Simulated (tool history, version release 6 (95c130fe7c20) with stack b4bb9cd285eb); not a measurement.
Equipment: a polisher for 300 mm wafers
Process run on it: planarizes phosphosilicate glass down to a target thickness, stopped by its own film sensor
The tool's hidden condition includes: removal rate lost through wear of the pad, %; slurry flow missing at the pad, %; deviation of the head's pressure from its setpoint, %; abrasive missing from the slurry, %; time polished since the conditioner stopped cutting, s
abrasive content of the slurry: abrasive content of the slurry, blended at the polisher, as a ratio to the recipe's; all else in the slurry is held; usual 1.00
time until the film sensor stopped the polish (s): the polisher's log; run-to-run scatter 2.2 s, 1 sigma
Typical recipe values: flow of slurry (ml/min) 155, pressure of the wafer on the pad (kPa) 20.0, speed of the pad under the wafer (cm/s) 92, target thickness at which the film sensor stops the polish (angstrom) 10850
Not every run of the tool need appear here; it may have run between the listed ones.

| run | hour | flow of slurry (ml/min) | pressure of the wafer on the pad (kPa) | speed of the pad under the wafer (cm/s) | abrasive content of the slurry | target thickness at which the film sensor stops the polish (angstrom) | wafers since the last listed run | wafers polished on this pad | hours since the slurry nozzle was cleaned | hours since the head pressure was calibrated | hours since the slurry blender was calibrated | hours since the conditioning disc was replaced | incoming thickness of the incoming film, nm | time until the film sensor stopped the polish (s) |
|---|---|---|---|---|---|---|---|---|---|---|---|---|---|---|
| 1 | 0.0 | 155 | 20.0 | 92 | 1.00 | 10850 | 0 | 310 | 724.8 | 526.6 | 118.5 | 147.2 | 1956.7 | 141.3 |
| 2 | 6.4 | 155 | 20.0 | 92 | 1.00 | 10850 | 36 | 347 | 731.2 | 533.0 | 124.9 | 153.6 | 1948.1 | 142.2 |
| 3 | 22.2 | 155 | 20.0 | 92 | 1.00 | 10850 | 91 | 438 | 747.0 | 548.8 | 140.7 | 169.4 | 1965.4 | 146.4 |
|  | 41.7 | slurry blender recalibrated |
|  | 43.9 | conditioning disc replaced and pad reconditioned |
| 4 | 50.3 | 155 | 20.0 | 92 | 1.00 | 10850 | 138 | 576 | 775.1 | 576.9 | 8.6 | 6.4 | 1959.6 | 116.2 |
| 5 | 67.5 | 155 | 20.0 | 92 | 1.00 | 10850 | 99 | 676 | 792.3 | 594.1 | 25.8 | 23.6 | 1954.3 | 123.0 |
| 6 | 76.6 | 155 | 20.0 | 92 | 1.00 | 10850 | 52 | 728 | 801.4 | 603.2 | 34.9 | 32.7 | 1959.9 | 124.3 |
| 7 | 94.6 | 155 | 20.0 | 92 | 1.00 | 10850 | 103 | 832 | 819.4 | 621.2 | 52.9 | 50.7 | 1928.8 | 127.0 |
| 8 | 102.8 | 155 | 20.0 | 92 | 1.00 | 10850 | 47 | 879 | 827.6 | 629.4 | 61.1 | 58.9 | 1942.0 | 130.3 |
| 9 | 111.6 | 155 | 20.0 | 92 | 1.15 | 10850 | 50 | 930 | 836.4 | 638.2 | 69.9 | 67.7 | 1968.5 | 129.4 |
| 10 | 128.7 | 155 | 20.0 | 92 | 1.15 | 10850 | 98 | 1028 | 853.5 | 655.3 | 87.0 | 84.8 | 1980.8 | 126.0 |
|  | 140.1 | worn pad replaced by a new one |
| 11 | 173.2 | 155 | 20.0 | 92 | 1.15 | 10850 | 233 | 190 | 898.0 | 699.8 | 131.5 | 129.3 | 1984.2 | 133.7 |
|  | 186.9 | slurry nozzle cleaned |
| 12 | 188.7 | 155 | 20.0 | 92 | 0.90 | 10850 | 83 | 274 | 1.8 | 715.3 | 147.0 | 144.8 | 1938.9 | 147.0 |

Predict the results of run 13:
|  | 210.4 | slurry blender recalibrated |
|  | 217.3 | conditioning disc replaced and pad reconditioned |
| 13 | 225.9 | 200 | 20.0 | 92 | 1.00 | 10850 | 191 | 465 | 39.0 | 752.5 | 15.5 | 8.6 | 1950.5 | ? |

time until the film sensor stopped the polish (s): 119.6
If the tool had no hidden condition, the same run with the same run-to-run variation would have returned time until the film sensor stopped the polish (s) 112.3.
